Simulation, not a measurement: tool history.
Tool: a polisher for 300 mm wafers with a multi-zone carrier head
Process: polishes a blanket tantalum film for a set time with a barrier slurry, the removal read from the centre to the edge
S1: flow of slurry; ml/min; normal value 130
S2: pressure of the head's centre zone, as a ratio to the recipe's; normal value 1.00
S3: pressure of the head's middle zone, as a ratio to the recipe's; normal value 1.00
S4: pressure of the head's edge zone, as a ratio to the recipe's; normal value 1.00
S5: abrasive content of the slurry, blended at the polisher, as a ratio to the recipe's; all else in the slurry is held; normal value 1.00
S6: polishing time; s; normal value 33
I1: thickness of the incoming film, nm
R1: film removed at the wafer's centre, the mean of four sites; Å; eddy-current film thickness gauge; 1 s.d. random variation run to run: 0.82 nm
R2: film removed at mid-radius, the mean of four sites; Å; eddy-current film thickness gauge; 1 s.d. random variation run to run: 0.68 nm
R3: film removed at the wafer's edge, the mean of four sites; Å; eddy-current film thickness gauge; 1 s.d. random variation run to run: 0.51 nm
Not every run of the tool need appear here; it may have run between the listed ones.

Run 1, hour 0.0: usual settings; I1 375.2. Result: R1 746 Å, R2 762 Å, R3 766 Å.
At hour 10.7: worn pad replaced by a new one.
Run 2, hour 22.6: usual settings; I1 384.4. Result: R1 773 Å, R2 771 Å, R3 762 Å.
Run 3, hour 53.6: usual settings but S2 0.92; I1 387.8. Result: R1 680 Å, R2 754 Å, R3 770 Å.
Run 4, hour 72.3: usual settings; I1 379.0. Result: R1 747 Å, R2 753 Å, R3 756 Å.
Run 5, hour 95.2: usual settings; I1 380.1. Result: R1 749 Å, R2 754 Å, R3 770 Å.
Run 6, hour 117.2: usual settings; I1 375.7. Result: R1 738 Å, R2 750 Å, R3 758 Å.
Run 7, hour 139.1: usual settings; I1 381.6. Result: R1 768 Å, R2 768 Å, R3 772 Å.
At hour 155.0: worn pad replaced by a new one.
Run 8, hour 167.4: usual settings but S1 110 ml/min; I1 382.4. Result: R1 722 Å, R2 733 Å, R3 752 Å.
Run 9, hour 197.3: usual settings but S4 1.11; I1 386.0. Result: R1 748 Å, R2 754 Å, R3 801 Å.
At hour 200.2: edge zone pressure recalibrated.
At hour 212.1: slurry nozzle cleaned.
Run 10, hour 229.2: usual settings but S2 0.90, S3 0.89, S5 1.30, S6 43 s; I1 379.7. Result: R1 900 Å, R2 917 Å, R3 1025 Å.
At hour 237.9: carrier head's membrane replaced by a new one.
Run 11, hour 244.6: usual settings but S1 165 ml/min, S2 0.89; I1 381.5. Result: R1 650 Å, R2 748 Å, R3 768 Å.
At hour 264.5: centre zone pressure recalibrated.
Run 12, hour 271.4: usual settings but S1 110 ml/min, S5 1.20; I1 373.8. Result: R1 711 Å, R2 711 Å, R3 757 Å.
Run 13, hour 294.9: usual settings but S3 0.94; I1 379.4. Result: R1 685 Å, R2 676 Å, R3 731 Å.
At hour 305.0: worn pad replaced by a new one.
Run 14, hour 328.2: usual settings but S1 90 ml/min, S2 0.94; I1 380.1. Result: R1 587 Å, R2 646 Å, R3 688 Å.
Run 15, hour 342.4: usual settings but S1 105 ml/min, S3 1.09; I1 375.2. Result: R1 663 Å, R2 712 Å, R3 704 Å.
Run 16, hour 360.4: usual settings; I1 380.5. Result: R1 684 Å, R2 697 Å, R3 734 Å.
At hour 361.8: slurry nozzle cleaned, repeated, since the last time left the tool worse.
Run 17, hour 391.7: usual settings; I1 379.9. Result: R1 771 Å, R2 768 Å, R3 795 Å.
Run 18, hour 413.2: usual settings but S2 1.07, S4 1.09; I1 379.8. Result: R1 842 Å, R2 788 Å, R3 825 Å.
At hour 442.8: worn pad replaced by a new one.
Run 19, hour 443.3: usual settings but S2 0.94, S3 1.03, S5 0.85; I1 379.4. Result: R1 690 Å, R2 752 Å, R3 740 Å.
Run 20, hour 475.9: usual settings but S2 1.09, S6 22 s; I1 376.2. Result: R1 562 Å, R2 519 Å, R3 520 Å.
Run 21, hour 499.6: usual settings but S1 95 ml/min, S3 0.93, S4 0.93, S5 1.15; I1 384.3. Result: R1 752 Å, R2 735 Å, R3 763 Å.

Forecast each of these 4 alternatives for the next run:
Run A, hour 500.0: usual settings but S1 145 ml/min; I1 385.3. Result: R1 ?, R2 ?, R3 ?.
Run B, hour 500.0: usual settings but S2 1.06, S3 0.96; I1 385.3. Result: R1 ?, R2 ?, R3 ?.
Run C, hour 500.0: usual settings but S1 170 ml/min, S3 0.91, S5 1.15, S6 43 s; I1 385.3. Result: R1 ?, R2 ?, R3 ?.
Run D, hour 500.0: usual settings but S1 155 ml/min, S5 1.20, S6 27 s; I1 385.3. Result: R1 ?, R2 ?, R3 ?.

run    R1    R2    R3
  A   786   782   787
  B   818   749   779
  C  1093  1019  1086
  D   684   681   683
Without the tool's unlogged condition, the same runs would have read:
run    R1    R2    R3
  A   792   788   792
  B   825   755   783
  C  1101  1026  1092
  D   690   685   686

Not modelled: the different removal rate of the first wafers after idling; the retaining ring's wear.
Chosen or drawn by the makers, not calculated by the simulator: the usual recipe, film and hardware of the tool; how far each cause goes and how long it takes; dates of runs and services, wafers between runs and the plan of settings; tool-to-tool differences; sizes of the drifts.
